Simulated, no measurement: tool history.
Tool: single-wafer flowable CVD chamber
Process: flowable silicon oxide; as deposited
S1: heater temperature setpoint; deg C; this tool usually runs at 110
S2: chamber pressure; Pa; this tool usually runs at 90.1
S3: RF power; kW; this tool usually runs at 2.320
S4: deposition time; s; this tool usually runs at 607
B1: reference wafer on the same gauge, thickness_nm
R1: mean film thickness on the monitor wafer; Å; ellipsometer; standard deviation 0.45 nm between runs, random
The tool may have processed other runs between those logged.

run	hour	S1	S2	S3	S4	B1	R1
1	0.0	110	90.1	2.320	607	209.987	1610.06
2	15.7	110	90.1	2.320	607	209.979	1599.35
3	32.1	110	78.5	2.320	607	209.938	1400.42
4	47.4	110	90.1	2.320	607	210.020	1587.63
5	80.2	110	90.1	2.320	607	210.031	1585.54
6	97.1	110	90.1	2.320	607	210.124	1578.15
7	114.2	110	90.1	2.320	607	210.048	1578.96
8	129.4	110	90.1	2.320	607	209.977	1571.74
9	145.8	110	90.1	2.320	607	210.020	1573.91
10	161.5	110	90.1	2.320	607	209.987	1567.28
# hour 171.6: thermocouple changed; heater temperature recalibrated
# hour 174.7: capacitance manometer re-zeroed and calibrated
# hour 175.7: showerhead replaced
11	187.3	118	90.1	2.320	607	210.060	1576.52
# hour 191.5: gauge calibrated
# hour 198.1: RF generator calibrated
12	198.6	118	90.1	2.320	607	210.049	1572.39
13	214.0	119	90.1	2.320	607	209.907	1539.99
14	221.9	104	108.3	2.320	607	210.020	2809.40
15	238.0	110	90.1	2.320	607	210.031	1955.61
16	244.6	110	108.1	2.060	717	209.908	2742.77
17	260.8	110	99.2	2.320	531	210.010	1881.06
18	275.6	110	90.1	2.320	607	209.942	1956.99

Estimate the outcome of run 19 from the log above:
19	289.5	116	70.8	2.485	532	?	?

B1: 210.051
R1: 1160.86 Å
Were there no unlogged condition in the tool, this run, its random variation unchanged, would have produced R1 1154.44 Å.
